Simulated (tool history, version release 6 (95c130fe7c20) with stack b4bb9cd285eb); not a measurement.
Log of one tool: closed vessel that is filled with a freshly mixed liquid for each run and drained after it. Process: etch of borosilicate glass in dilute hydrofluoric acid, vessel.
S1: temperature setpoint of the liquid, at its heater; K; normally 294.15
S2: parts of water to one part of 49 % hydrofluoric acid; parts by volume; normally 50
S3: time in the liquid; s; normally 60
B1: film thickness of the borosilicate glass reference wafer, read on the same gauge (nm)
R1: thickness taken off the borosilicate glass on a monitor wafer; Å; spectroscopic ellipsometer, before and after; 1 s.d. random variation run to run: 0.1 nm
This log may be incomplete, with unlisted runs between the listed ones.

run    hour      S1  S2  S3      B1     R1
  1       0  294.15  50  60     130  326.1
  2    97.5  294.15  50  60  129.99  324.6
  3   147.6  291.65  50  60  129.99  291.5
  4   230.3  291.65  50  60     130  289.4
  5   316.1  294.15  50  60  130.01  321.2
  6   381.5  294.15  50  60     130  320.3
  7   432.5  294.15  50  60  129.98  320.8
      458.7  -- hydrofluoric acid flow meter replaced
  8   533.5  291.15  60  45  129.99  186.7
      575.7  -- thermometer replaced
  9   610.9  294.15  40  90  129.99  649.6
 10   698.8  296.65  65  60  129.99  285.4
 11   788.9  294.15  50  60     130  339.7
      799.2  -- gauge calibrated
 12   894.6  296.15  60  45     130  226.6
 13   951.2  291.15  60  45  129.99  183.2
 14  1009.2  294.15  70  75  130.01  292.9

Consider 4 possible next runs. They are alternatives, not a sequence: every one starts from the tool as it was left by run 14. What does each give?
  A  1009.9  294.15  70  60   ?   ?
  B  1009.9  294.15  50  40   ?   ?
  C  1009.9  297.15  40  60   ?   ?
  D  1009.9  296.65  75  70   ?   ?

run      B1     R1
  A  129.98  236.2
  B  129.98    226
  C  129.98  486.6
  D  129.98  283.2
Take away the tool's hidden state, keep each run's random variation, and the runs would have read:
run     R1
  A  241.8
  B  231.3
  C  497.9
  D    290
